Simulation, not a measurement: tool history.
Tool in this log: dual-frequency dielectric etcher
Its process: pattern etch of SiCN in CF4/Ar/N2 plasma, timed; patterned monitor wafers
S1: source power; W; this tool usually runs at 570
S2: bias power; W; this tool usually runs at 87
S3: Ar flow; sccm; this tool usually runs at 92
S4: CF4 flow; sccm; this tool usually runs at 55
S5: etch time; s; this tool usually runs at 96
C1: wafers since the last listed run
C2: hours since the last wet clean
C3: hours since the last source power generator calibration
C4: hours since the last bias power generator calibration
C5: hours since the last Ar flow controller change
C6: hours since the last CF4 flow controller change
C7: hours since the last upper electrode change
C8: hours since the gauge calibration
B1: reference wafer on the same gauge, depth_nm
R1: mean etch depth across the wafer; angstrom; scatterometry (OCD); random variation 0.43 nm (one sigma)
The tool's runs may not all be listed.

Run 1, hour 0: usual settings but S1 510 W, S2 103 W; C1 0; C2 30.6; C3 4568.6; C4 3753.2; C5 1891.6; C6 2844.4; C7 0.5; C8 116.4; B1 110.1. Result: R1 953 angstrom.
Run 2, hour 13.3: usual settings; C1 116; C2 43.9; C3 4581.9; C4 3766.5; C5 1904.9; C6 2857.7; C7 13.8; C8 129.7; B1 110.1. Result: R1 956 angstrom.
Run 3, hour 25.2: usual settings; C1 103; C2 55.8; C3 4593.8; C4 3778.4; C5 1916.8; C6 2869.6; C7 25.7; C8 141.6; B1 110.2. Result: R1 956 angstrom.
Run 4, hour 37: usual settings; C1 103; C2 67.6; C3 4605.6; C4 3790.2; C5 1928.6; C6 2881.4; C7 37.5; C8 153.4; B1 110. Result: R1 961 angstrom.
At hour 55.5: source power generator calibrated.
Run 5, hour 56: usual settings; C1 131; C2 86.6; C3 0.5; C4 3809.2; C5 1947.6; C6 2900.4; C7 56.5; C8 172.4; B1 110.1. Result: R1 957 angstrom.
Run 6, hour 67.6: usual settings but S4 45 sccm; C1 101; C2 98.2; C3 12.1; C4 3820.8; C5 1959.2; C6 2912; C7 68.1; C8 184; B1 110.3. Result: R1 928 angstrom.
Run 7, hour 77: usual settings; C1 82; C2 107.6; C3 21.5; C4 3830.2; C5 1968.6; C6 2921.4; C7 77.5; C8 193.4; B1 110.1. Result: R1 955 angstrom.
At hour 94: bias power generator calibrated.
Run 8, hour 94.6: usual settings but S1 620 W, S5 68.5 s; C1 118; C2 125.2; C3 39.1; C4 0.6; C5 1986.2; C6 2939; C7 95.1; C8 211; B1 110.3. Result: R1 723 angstrom.
Run 9, hour 103.3: usual settings but S3 112 sccm; C1 75; C2 133.9; C3 47.8; C4 9.3; C5 1994.9; C6 2947.7; C7 103.8; C8 219.7; B1 110.1. Result: R1 922 angstrom.
At hour 112.2: CF4 flow controller replaced.
Run 10, hour 115.2: usual settings but S1 650 W, S2 108 W, S4 65 sccm; C1 51; C2 145.8; C3 59.7; C4 21.2; C5 2006.8; C6 3; C7 115.7; C8 231.6; B1 109.9. Result: R1 1165 angstrom.
At hour 115.4: gauge calibrated.
Run 11, hour 130.9: usual settings but S5 125 s; C1 137; C2 161.5; C3 75.4; C4 36.9; C5 2022.5; C6 18.7; C7 131.4; C8 15.5; B1 110. Result: R1 1254 angstrom.
At hour 143.3: Ar flow controller replaced.
Run 12, hour 143.8: usual settings but S3 83 sccm; C1 60; C2 174.4; C3 88.3; C4 49.8; C5 0.5; C6 31.6; C7 144.3; C8 28.4; B1 110. Result: R1 979 angstrom.
Run 13, hour 155.8: usual settings but S1 510 W, S2 103 W; C1 104; C2 186.4; C3 100.3; C4 61.8; C5 12.5; C6 43.6; C7 156.3; C8 40.4; B1 110. Result: R1 952 angstrom.
Run 14, hour 164: usual settings but S5 111 s; C1 71; C2 194.6; C3 108.5; C4 70; C5 20.7; C6 51.8; C7 164.5; C8 48.6; B1 109.8. Result: R1 1114 angstrom.
Run 15, hour 179.6: usual settings but S5 86 s; C1 136; C2 210.2; C3 124.1; C4 85.6; C5 36.3; C6 67.4; C7 180.1; C8 64.2; B1 110. Result: R1 854 angstrom.
Run 16, hour 190.7: usual settings but S2 68 W; C1 96; C2 221.3; C3 135.2; C4 96.7; C5 47.4; C6 78.5; C7 191.2; C8 75.3; B1 110.1. Result: R1 861 angstrom.
Run 17, hour 228: usual settings but S1 650 W; C1 325; C2 258.6; C3 172.5; C4 134; C5 84.7; C6 115.8; C7 228.5; C8 112.6; B1 110.1. Result: R1 1047 angstrom.
Run 18, hour 240.9: usual settings; C1 112; C2 271.5; C3 185.4; C4 146.9; C5 97.6; C6 128.7; C7 241.4; C8 125.5; B1 110. Result: R1 957 angstrom.
Run 19, hour 249: usual settings but S2 98 W, S4 67 sccm, S5 116 s; C1 70; C2 279.6; C3 193.5; C4 155; C5 105.7; C6 136.8; C7 249.5; C8 133.6; B1 110.1. Result: R1 1255 angstrom.
Run 20, hour 257.5: usual settings; C1 74; C2 288.1; C3 202; C4 163.5; C5 114.2; C6 145.3; C7 258; C8 142.1; B1 110.2. Result: R1 956 angstrom.
Run 21, hour 264.4: usual settings but S1 460 W, S3 81 sccm, S4 59 sccm, S5 118.5 s; C1 60; C2 295; C3 208.9; C4 170.4; C5 121.1; C6 152.2; C7 264.9; C8 149; B1 110.1. Result: R1 1060 angstrom.

Forecast each of these 4 alternatives for the next run:
Run A, hour 264.8: usual settings but S4 50 sccm; C1 3; C2 295.4; C3 209.3; C4 170.8; C5 121.5; C6 152.6; C7 265.3; C8 149.4; B1 ?. Result: R1 ?.
Run B, hour 264.8: usual settings but S1 620 W, S2 106 W, S3 115 sccm, S4 63 sccm; C1 3; C2 295.4; C3 209.3; C4 170.8; C5 121.5; C6 152.6; C7 265.3; C8 149.4; B1 ?. Result: R1 ?.
Run C, hour 264.8: usual settings but S1 520 W, S3 85 sccm, S5 67.5 s; C1 3; C2 295.4; C3 209.3; C4 170.8; C5 121.5; C6 152.6; C7 265.3; C8 149.4; B1 ?. Result: R1 ?.
Run D, hour 264.8: usual settings but S2 73 W, S3 82 sccm; C1 3; C2 295.4; C3 209.3; C4 170.8; C5 121.5; C6 152.6; C7 265.3; C8 149.4; B1 ?. Result: R1 ?.

run     B1    R1
  A  110.1   943
  B  110.1  1085
  C  110.1   640
  D  110.1   906
With no hidden state in the tool, these same runs would have given:
run    R1
  A   943
  B  1085
  C   640
  D   906
